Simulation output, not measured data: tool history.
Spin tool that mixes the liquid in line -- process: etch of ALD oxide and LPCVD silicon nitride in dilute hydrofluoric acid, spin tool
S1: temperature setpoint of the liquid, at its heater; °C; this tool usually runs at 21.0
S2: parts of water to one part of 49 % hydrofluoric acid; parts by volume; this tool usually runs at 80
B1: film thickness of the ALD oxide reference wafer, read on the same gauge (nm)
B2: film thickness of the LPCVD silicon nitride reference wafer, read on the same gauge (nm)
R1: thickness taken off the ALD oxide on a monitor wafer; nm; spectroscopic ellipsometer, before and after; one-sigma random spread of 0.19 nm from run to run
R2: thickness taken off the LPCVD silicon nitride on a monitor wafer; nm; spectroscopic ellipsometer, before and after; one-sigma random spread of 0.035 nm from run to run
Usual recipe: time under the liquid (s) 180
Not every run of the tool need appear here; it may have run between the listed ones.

{"run": 1, "hour": 0.0, "S1": 21.0, "S2": 80, "time under the liquid (s)": 180, "B1": 70.01, "B2": 110.045, "R1": 26.17, "R2": 0.813}
{"run": 2, "hour": 55.9, "S1": 21.0, "S2": 80, "time under the liquid (s)": 180, "B1": 70.01, "B2": 109.992, "R1": 26.22, "R2": 0.805}
{"run": 3, "hour": 97.3, "S1": 21.0, "S2": 80, "time under the liquid (s)": 180, "B1": 70.02, "B2": 110.009, "R1": 25.87, "R2": 0.75}
{"run": 4, "hour": 145.3, "S1": 21.0, "S2": 50, "time under the liquid (s)": 180, "B1": 69.99, "B2": 109.998, "R1": 42.82, "R2": 1.159}
{"run": 5, "hour": 184.7, "S1": 23.5, "S2": 80, "time under the liquid (s)": 230, "B1": 70.02, "B2": 109.946, "R1": 36.79, "R2": 1.212}
{"run": 6, "hour": 241.9, "S1": 23.5, "S2": 80, "time under the liquid (s)": 230, "B1": 69.98, "B2": 109.992, "R1": 36.36, "R2": 1.219}
{"run": 7, "hour": 387.6, "S1": 23.5, "S2": 80, "time under the liquid (s)": 230, "B1": 69.97, "B2": 109.994, "R1": 35.91, "R2": 1.173}
{"hour": 416.6, "done": "gauge calibrated"}
{"run": 8, "hour": 455.6, "S1": 24.5, "S2": 80, "time under the liquid (s)": 245, "B1": 69.98, "B2": 109.993, "R1": 39.88, "R2": 1.338}

Run 9 is up next; what results do you expect?
{"run": 9, "hour": 513.3, "S1": 21.0, "S2": 95, "time under the liquid (s)": 180, "B1": "?", "B2": "?", "R1": "?", "R2": "?"}

For run 9 the tool returned B1 70.01, B2 110.011, R1 21.20 nm, R2 0.651 nm.
On a tool with no hidden condition, and with the same random variation, this run would have come out at R1 23.94 nm, R2 0.796 nm.
